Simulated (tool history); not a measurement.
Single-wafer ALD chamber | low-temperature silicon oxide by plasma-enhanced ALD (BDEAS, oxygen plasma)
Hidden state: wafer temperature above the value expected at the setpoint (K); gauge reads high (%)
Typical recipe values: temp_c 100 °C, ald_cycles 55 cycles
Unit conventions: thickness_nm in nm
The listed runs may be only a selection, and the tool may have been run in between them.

run    hour  temp_c  ald_cycles  wafers since the last listed run  hours since the last thermocouple change  hours since the gauge calibration  read-back reference wafer on the same gauge, thickness_nm  thickness_nm
  1       0     110          55                                 0                                     447.6                              854.7                                                      9.437         8.309
  2    93.8     110          55                               681                                     541.4                              948.5                                                      9.437         8.303
  3   395.4     100          49                              2192                                       843                             1250.1                                                       9.42         7.623
  4   465.2      94          62                               507                                     912.8                             1319.9                                                      9.429         9.914
  5   540.2      94          62                               545                                     987.8                             1394.9                                                      9.419         9.869
  6     643      94          62                               747                                    1090.6                             1497.7                                                      9.426         9.898
      679.6  -- gauge calibrated
  7   701.7     100          55                               426                                    1149.3                               22.1                                                      9.434         8.567
  8   777.1     100          55                               548                                    1224.7                               97.5                                                       9.43         8.662
  9   855.7      85          58                               571                                    1303.3                              176.1                                                      9.428         9.638
     1074.4  -- thermocouple changed; heater temperature recalibrated
 10  1079.6     106          55                              1569                                       5.2                                400                                                      9.436         8.366
 11  1164.8     110          55                               619                                      90.4                              485.2                                                       9.43         8.271
 12  1394.3      86          52                              1668                                     319.9                              714.7                                                      9.422         8.463
 13  1434.4     100          46                               291                                       360                              754.8                                                      9.429         7.095
 14  1517.6     104          44                               604                                     443.2                                838                                                       9.43         6.705
 15  1562.8     100          55                               328                                     488.4                              883.2                                                      9.437         8.453

Estimate the outcome of run 16 from the log above:
 16  1632.3      96          50                               505                                     557.9                              952.7                                                          ?             ?

read-back reference wafer on the same gauge, thickness_nm: 9.424
thickness_nm: 7.897 nm
On a tool with no hidden condition, and with the same random variation, this run would have come out at thickness_nm 7.823 nm.

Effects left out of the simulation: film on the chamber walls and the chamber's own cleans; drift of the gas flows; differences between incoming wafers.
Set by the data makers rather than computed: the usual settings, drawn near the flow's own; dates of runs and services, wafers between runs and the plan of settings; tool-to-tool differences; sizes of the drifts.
